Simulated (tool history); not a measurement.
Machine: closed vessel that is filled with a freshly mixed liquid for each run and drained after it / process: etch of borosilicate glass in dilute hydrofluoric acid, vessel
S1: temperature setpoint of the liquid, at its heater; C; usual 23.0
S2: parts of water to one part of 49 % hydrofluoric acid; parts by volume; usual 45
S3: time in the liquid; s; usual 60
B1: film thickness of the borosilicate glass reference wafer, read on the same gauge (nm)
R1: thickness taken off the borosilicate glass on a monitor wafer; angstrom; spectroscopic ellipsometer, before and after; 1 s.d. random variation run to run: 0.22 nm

| run | hour | S1 | S2 | S3 | B1 | R1 |
|---|---|---|---|---|---|---|
| 1 | 0.0 | 23.0 | 45 | 60 | 109.98 | 461.0 |
| 2 | 54.8 | 23.0 | 45 | 60 | 110.04 | 461.1 |
| 3 | 90.7 | 23.0 | 45 | 60 | 110.02 | 464.6 |
| 4 | 117.8 | 23.0 | 45 | 60 | 109.95 | 465.8 |
| 5 | 177.5 | 23.0 | 45 | 60 | 110.01 | 461.0 |
|  | 185.0 | hydrofluoric acid flow meter replaced |
| 6 | 241.4 | 23.0 | 45 | 60 | 110.02 | 464.0 |
| 7 | 413.5 | 23.0 | 45 | 60 | 109.99 | 464.7 |
| 8 | 479.9 | 23.0 | 45 | 60 | 110.03 | 458.7 |
| 9 | 504.6 | 23.0 | 45 | 60 | 110.03 | 461.1 |
| 10 | 530.4 | 23.0 | 45 | 60 | 109.97 | 461.6 |
| 11 | 594.5 | 25.5 | 45 | 60 | 110.03 | 514.1 |
| 12 | 663.8 | 20.0 | 45 | 80 | 109.98 | 540.3 |
| 13 | 709.8 | 23.0 | 45 | 60 | 109.97 | 462.3 |
| 14 | 742.1 | 23.0 | 45 | 60 | 110.00 | 460.6 |
| 15 | 789.6 | 23.0 | 45 | 60 | 109.98 | 464.1 |
|  | 795.1 | gauge calibrated |
| 16 | 856.9 | 23.0 | 45 | 60 | 110.05 | 462.0 |
| 17 | 915.2 | 20.0 | 60 | 75 | 110.02 | 377.0 |
|  | 934.2 | thermometer replaced |
| 18 | 946.6 | 23.0 | 35 | 30 | 110.01 | 304.8 |
| 19 | 1003.7 | 23.0 | 35 | 30 | 109.97 | 303.8 |
| 20 | 1040.5 | 23.0 | 45 | 60 | 110.03 | 465.0 |
|  | 1089.2 | hydrofluoric acid flow meter replaced |
| 21 | 1098.7 | 23.0 | 30 | 40 | 110.04 | 470.1 |
| 22 | 1166.2 | 26.5 | 45 | 60 | 110.00 | 533.5 |
| 23 | 1323.2 | 23.0 | 55 | 60 | 110.01 | 374.2 |
| 24 | 1370.0 | 24.5 | 45 | 50 | 109.95 | 412.2 |
| 25 | 1403.2 | 23.0 | 45 | 60 | 110.01 | 459.3 |
| 26 | 1457.8 | 18.0 | 60 | 60 | 109.98 | 275.9 |
| 27 | 1492.9 | 27.0 | 50 | 70 | 110.00 | 564.8 |
| 28 | 1560.8 | 23.0 | 45 | 60 | 110.01 | 458.1 |
| 29 | 1587.4 | 18.0 | 45 | 60 | 110.02 | 373.2 |
| 30 | 1617.9 | 25.5 | 45 | 60 | 110.03 | 512.3 |

Alternative continuations, all from the tool just after run 30; predict every row:
| A | 1618.6 | 23.0 | 65 | 60 | ? | ? |
| B | 1618.6 | 27.5 | 45 | 60 | ? | ? |
| C | 1618.6 | 25.5 | 30 | 85 | ? | ? |
| D | 1618.6 | 23.0 | 30 | 60 | ? | ? |
| E | 1618.6 | 20.5 | 30 | 60 | ? | ? |

| run | B1 | R1 |
|---|---|---|
| A | 110.01 | 314.5 |
| B | 110.01 | 560.4 |
| C | 110.01 | 1121.3 |
| D | 110.01 | 713.0 |
| E | 110.01 | 641.1 |
With no hidden state in the tool, these same runs would have given:
| run | R1 |
|---|---|
| A | 314.5 |
| B | 560.4 |
| C | 1121.3 |
| D | 713.0 |
| E | 641.1 |
